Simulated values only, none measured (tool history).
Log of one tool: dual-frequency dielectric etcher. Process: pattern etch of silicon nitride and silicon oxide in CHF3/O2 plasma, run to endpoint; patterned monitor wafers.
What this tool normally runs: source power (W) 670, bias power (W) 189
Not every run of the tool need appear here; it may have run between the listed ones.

run	hour	source power (W)	bias power (W)	wafers since the last listed run	hours since the last wet clean	hours since the last source power generator calibration	hours since the last bias power generator calibration	hours since the last upper electrode change	incoming incoming film thickness, nm	endpoint time (s)
1	0	670	189	0	251.4	3838.2	4118.1	2210.3	220.2	130.3
2	69.2	670	189	493	320.6	3907.4	4187.3	2279.5	220.3	129
# hour 96: wet clean of the chamber
3	100.4	670	189	51	4.4	3938.6	4218.5	2310.7	219.9	132
4	139.3	670	189	277	43.3	3977.5	4257.4	2349.6	220.9	134.1
5	166.6	670	189	194	70.6	4004.8	4284.7	2376.9	222	135
6	210.9	670	189	315	114.9	4049.1	4329	2421.2	220.8	131.4
7	269.7	670	189	419	173.7	4107.9	4387.8	2480	221.4	132.3
8	305.7	670	189	256	209.7	4143.9	4423.8	2516	220.1	131.3
9	343.4	670	189	268	247.4	4181.6	4461.5	2553.7	221.6	130
10	368.6	670	189	179	272.6	4206.8	4486.7	2578.9	223.6	130.8
# hour 421.8: wet clean of the chamber
11	434.5	670	189	298	12.7	4272.7	4552.6	2644.8	220.6	133.1
12	494.6	670	189	428	72.8	4332.8	4612.7	2704.9	220.9	130.2
13	565.6	670	189	506	143.8	4403.8	4683.7	2775.9	219.5	130.2
14	621.5	670	189	398	199.7	4459.7	4739.6	2831.8	223.1	130.8
# hour 642.8: bias power generator calibrated
15	653.5	670	189	199	231.7	4491.7	10.7	2863.8	222.8	133.5
16	707.7	670	189	386	285.9	4545.9	64.9	2918	221.3	129.2
# hour 773.6: upper electrode replaced, of another model than before
# hour 785.4: wet clean of the chamber
17	785.9	670	146	301	0.5	4624.1	143.1	12.3	221.1	140.1
18	801	570	218	107	15.6	4639.2	158.2	27.4	221.8	136.5
19	849.3	670	189	344	63.9	4687.5	206.5	75.7	221.9	132.6
20	880.5	590	189	222	95.1	4718.7	237.7	106.9	222.5	141.2
21	906.1	530	170	182	120.7	4744.3	263.3	132.5	220.5	142.3
22	974.8	820	204	489	189.4	4813	332	201.2	220.5	123.9
23	1031	670	189	400	245.6	4869.2	388.2	257.4	218.3	129.3
24	1057	620	215	185	271.6	4895.2	414.2	283.4	222.1	131.5
25	1122.5	670	162	466	337.1	4960.7	479.7	348.9	221.3	132.7
# hour 1158.6: source power generator calibrated
26	1181.2	730	155	389	395.8	22.6	538.4	407.6	219.8	131.5
# hour 1207.1: wet clean of the chamber
27	1215.2	750	176	71	8.1	56.6	572.4	441.6	219.2	132.8
28	1276.6	670	189	437	69.5	118	633.8	503	222.1	132.5
29	1337	520	189	430	129.9	178.4	694.2	563.4	221.5	142.4
30	1365.6	770	161	203	158.5	207	722.8	592	223.6	133.9
31	1417.8	580	211	372	210.7	259.2	775	644.2	220.9	131.4
32	1464.3	760	189	331	257.2	305.7	821.5	690.7	221.6	125.9
33	1534.8	720	232	502	327.7	376.2	892	761.2	219.6	121.2
# hour 1563.2: wet clean of the chamber
34	1563.7	620	210	34	0.5	405.1	920.9	790.1	220.2	136.5
35	1718.1	820	204	1100	154.9	559.5	1075.3	944.5	221.1	121.6

Predict each of these 4 candidate next runs independently; none follows another, all start after run 35:
A	1718.6	830	189	3	155.4	560	1075.8	945	221.9	?
B	1718.6	510	212	3	155.4	560	1075.8	945	221.9	?
C	1718.6	500	189	3	155.4	560	1075.8	945	221.9	?
D	1718.6	530	189	3	155.4	560	1075.8	945	221.9	?

run	endpoint time (s)
A	124.8
B	138.9
C	142.8
D	140.8
Stripped of hidden state, with their random variation kept, the same runs would have yielded:
run	endpoint time (s)
A	127.8
B	142.2
C	146.3
D	144.2
